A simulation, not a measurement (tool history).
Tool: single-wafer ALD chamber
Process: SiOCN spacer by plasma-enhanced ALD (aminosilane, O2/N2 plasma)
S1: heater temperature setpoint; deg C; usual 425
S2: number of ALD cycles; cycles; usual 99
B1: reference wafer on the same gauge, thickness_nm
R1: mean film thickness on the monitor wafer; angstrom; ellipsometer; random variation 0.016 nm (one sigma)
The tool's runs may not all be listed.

Run 1, hour 0: usual settings but S2 94 cycles; B1 5.588. Result: R1 51.9 angstrom.
Run 2, hour 32.3: usual settings; B1 5.592. Result: R1 54.83 angstrom.
Run 3, hour 163.3: usual settings; B1 5.589. Result: R1 54.56 angstrom.
Run 4, hour 217.5: usual settings; B1 5.589. Result: R1 54.87 angstrom.
Run 5, hour 276.1: usual settings; B1 5.593. Result: R1 54.97 angstrom.
Run 6, hour 462.1: usual settings; B1 5.587. Result: R1 54.76 angstrom.
Run 7, hour 523.2: usual settings; B1 5.588. Result: R1 54.31 angstrom.
Run 8, hour 594: usual settings; B1 5.592. Result: R1 54.39 angstrom.
Run 9, hour 654.4: usual settings; B1 5.592. Result: R1 54.68 angstrom.
Run 10, hour 706.3: usual settings but S1 415 deg C; B1 5.591. Result: R1 56.49 angstrom.
Run 11, hour 758: usual settings but S1 415 deg C; B1 5.589. Result: R1 56.08 angstrom.
Run 12, hour 814.5: usual settings but S1 415 deg C; B1 5.591. Result: R1 56.66 angstrom.
At hour 822.8: gauge calibrated.
Run 13, hour 882.9: usual settings; B1 5.592. Result: R1 54.85 angstrom.
Run 14, hour 924.8: usual settings; B1 5.588. Result: R1 54.74 angstrom.
Run 15, hour 952.4: usual settings; B1 5.592. Result: R1 54.35 angstrom.
Run 16, hour 996.3: usual settings but S2 88 cycles; B1 5.588. Result: R1 48.59 angstrom.
Run 17, hour 1047.5: usual settings; B1 5.591. Result: R1 54.7 angstrom.
Run 18, hour 1085.1: usual settings; B1 5.588. Result: R1 54.4 angstrom.
Run 19, hour 1110.8: usual settings; B1 5.589. Result: R1 54.55 angstrom.
Run 20, hour 1179.9: usual settings but S1 439 deg C, S2 88 cycles; B1 5.593. Result: R1 46.7 angstrom.
Run 21, hour 1237.6: usual settings but S1 419 deg C, S2 89 cycles; B1 5.59. Result: R1 49.97 angstrom.
Run 22, hour 1300.1: usual settings; B1 5.587. Result: R1 54.57 angstrom.
Run 23, hour 1355: usual settings but S1 412 deg C, S2 93 cycles; B1 5.587. Result: R1 53.23 angstrom.
Run 24, hour 1402.8: usual settings but S1 438 deg C, S2 106 cycles; B1 5.591. Result: R1 56.2 angstrom.
Run 25, hour 1462.2: usual settings but S1 439 deg C; B1 5.588. Result: R1 52.74 angstrom.
At hour 1506.6: thermocouple changed; heater temperature recalibrated.
Run 26, hour 1658.3: usual settings; B1 5.593. Result: R1 54.77 angstrom.
Run 27, hour 1706: usual settings but S1 429 deg C, S2 106 cycles; B1 5.591. Result: R1 57.82 angstrom.
Run 28, hour 1738.9: usual settings but S1 430 deg C, S2 111 cycles; B1 5.59. Result: R1 60.19 angstrom.
Run 29, hour 1790.1: usual settings but S1 415 deg C; B1 5.594. Result: R1 56.14 angstrom.
Run 30, hour 1833.6: usual settings; B1 5.591. Result: R1 55.01 angstrom.
Run 31, hour 1904.2: usual settings but S1 413 deg C; B1 5.59. Result: R1 56.76 angstrom.
Run 32, hour 1967.9: usual settings but S1 440 deg C, S2 109 cycles; B1 5.589. Result: R1 57.57 angstrom.
Run 33, hour 2035.8: usual settings but S1 418 deg C, S2 79 cycles; B1 5.591. Result: R1 44.39 angstrom.
Run 34, hour 2102.5: usual settings but S1 433 deg C, S2 89 cycles; B1 5.587. Result: R1 48.07 angstrom.
Run 35, hour 2134.4: usual settings but S1 438 deg C, S2 79 cycles; B1 5.591. Result: R1 41.96 angstrom.

The tool's hidden state at each run:
wafer temperature above the value expected at the setpoint (K): 0 in every run
gauge reads high (%): 0 in every run
